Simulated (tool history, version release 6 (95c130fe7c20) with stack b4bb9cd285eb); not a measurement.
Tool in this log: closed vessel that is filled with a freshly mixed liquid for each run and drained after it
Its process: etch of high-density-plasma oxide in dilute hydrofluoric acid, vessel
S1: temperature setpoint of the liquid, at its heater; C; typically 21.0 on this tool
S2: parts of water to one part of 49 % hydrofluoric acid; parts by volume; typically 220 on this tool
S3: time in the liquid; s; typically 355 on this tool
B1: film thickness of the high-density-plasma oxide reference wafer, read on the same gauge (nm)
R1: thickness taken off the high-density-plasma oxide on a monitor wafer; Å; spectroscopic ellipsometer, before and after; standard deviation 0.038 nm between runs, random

| run | day | S1 | S2 | S3 | B1 | R1 |
|---|---|---|---|---|---|---|
| 1 | 0.000 | 24.0 | 220 | 355 | 80.06 | 74.7 |
| 2 | 7.058 | 24.0 | 220 | 355 | 80.00 | 74.0 |
| 3 | 10.871 | 21.0 | 195 | 355 | 80.00 | 75.8 |
| 4 | 17.438 | 21.0 | 220 | 355 | 80.02 | 66.2 |
| 5 | 18.992 | 21.0 | 220 | 355 | 80.04 | 66.2 |
| 6 | 21.029 | 21.0 | 220 | 355 | 80.03 | 66.3 |
|  | 21.679 | hydrofluoric acid flow meter replaced |
|  | 23.396 | gauge calibrated |
| 7 | 25.150 | 21.0 | 220 | 355 | 80.02 | 69.0 |
| 8 | 27.954 | 21.0 | 220 | 355 | 79.98 | 69.2 |
|  | 31.883 | thermometer replaced |
| 9 | 31.996 | 23.5 | 295 | 355 | 79.98 | 51.9 |
| 10 | 34.446 | 21.0 | 180 | 355 | 80.04 | 87.3 |
| 11 | 36.042 | 21.0 | 260 | 300 | 80.00 | 47.4 |
| 12 | 38.596 | 21.0 | 265 | 355 | 80.02 | 54.8 |
| 13 | 41.629 | 18.5 | 275 | 355 | 79.99 | 47.5 |
| 14 | 45.450 | 21.0 | 260 | 300 | 80.02 | 46.8 |
| 15 | 48.317 | 24.5 | 280 | 250 | 79.97 | 40.4 |

What will run 16 give?
| 16 | 50.638 | 21.0 | 220 | 355 | ? | ? |

{"run 16": {"B1": 79.98, "R1": 67.4}}
Had the tool carried no hidden state, the very same run would have given R1 68.8 Å.
